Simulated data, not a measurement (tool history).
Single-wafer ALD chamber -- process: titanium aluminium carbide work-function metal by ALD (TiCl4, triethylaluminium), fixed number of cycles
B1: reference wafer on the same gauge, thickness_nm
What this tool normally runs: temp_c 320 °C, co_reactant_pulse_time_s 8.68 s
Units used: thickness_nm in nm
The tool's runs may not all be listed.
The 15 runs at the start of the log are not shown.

-- hour=555.3 gauge calibrated
-- hour=556.6 thermocouple changed; heater temperature recalibrated
run 16 hour=575 | temp_c=330 co_reactant_pulse_time_s=9.93 | B1=2 | thickness_nm=2.395
run 17 hour=588.7 | temp_c=320 co_reactant_pulse_time_s=8.68 | B1=2.001 | thickness_nm=2.24
run 18 hour=620.8 | temp_c=333 co_reactant_pulse_time_s=12.13 | B1=2.005 | thickness_nm=2.48
run 19 hour=642.3 | temp_c=334 co_reactant_pulse_time_s=8.68 | B1=1.998 | thickness_nm=2.382
run 20 hour=658.6 | temp_c=320 co_reactant_pulse_time_s=8.68 | B1=1.995 | thickness_nm=2.208
run 21 hour=749.8 | temp_c=334 co_reactant_pulse_time_s=5.27 | B1=1.998 | thickness_nm=1.66
run 22 hour=783.6 | temp_c=328 co_reactant_pulse_time_s=9.85 | B1=1.999 | thickness_nm=2.351
run 23 hour=819.1 | temp_c=315 co_reactant_pulse_time_s=9.96 | B1=2.002 | thickness_nm=2.234
run 24 hour=838.9 | temp_c=320 co_reactant_pulse_time_s=8.68 | B1=2.001 | thickness_nm=2.216
run 25 hour=928.4 | temp_c=324 co_reactant_pulse_time_s=8.68 | B1=2.001 | thickness_nm=2.265
run 26 hour=952.7 | temp_c=320 co_reactant_pulse_time_s=11.49 | B1=1.997 | thickness_nm=2.323
run 27 hour=1007.2 | temp_c=320 co_reactant_pulse_time_s=8.68 | B1=2.001 | thickness_nm=2.229
run 28 hour=1034.4 | temp_c=315 co_reactant_pulse_time_s=10.91 | B1=2.001 | thickness_nm=2.264
run 29 hour=1064.7 | temp_c=306 co_reactant_pulse_time_s=7.36 | B1=1.999 | thickness_nm=1.964
run 30 hour=1170.9 | temp_c=329 co_reactant_pulse_time_s=6.19 | B1=1.999 | thickness_nm=1.945
run 31 hour=1194.7 | temp_c=332 co_reactant_pulse_time_s=9.59 | B1=1.999 | thickness_nm=2.401
run 32 hour=1207.2 | temp_c=317 co_reactant_pulse_time_s=8.68 | B1=1.999 | thickness_nm=2.201
run 33 hour=1224.4 | temp_c=320 co_reactant_pulse_time_s=5.62 | B1=2 | thickness_nm=1.68
run 34 hour=1251.4 | temp_c=309 co_reactant_pulse_time_s=10.32 | B1=2.003 | thickness_nm=2.193

Consider 3 possible next runs. They are alternatives, not a sequence: every one starts from the tool as it was left by run 34. What does each give?
run A hour=1251.8 | temp_c=320 co_reactant_pulse_time_s=8.68 | B1=? | thickness_nm=?
run B hour=1251.8 | temp_c=329 co_reactant_pulse_time_s=5.45 | B1=? | thickness_nm=?
run C hour=1251.8 | temp_c=313 co_reactant_pulse_time_s=10.55 | B1=? | thickness_nm=?

run=A B1=1.996 thickness_nm=2.231
run=B B1=1.996 thickness_nm=1.701
run=C B1=1.996 thickness_nm=2.233
With the hidden condition removed and each run's random variation left untouched, the same runs would have given:
run=A thickness_nm=2.231
run=B thickness_nm=1.701
run=C thickness_nm=2.233
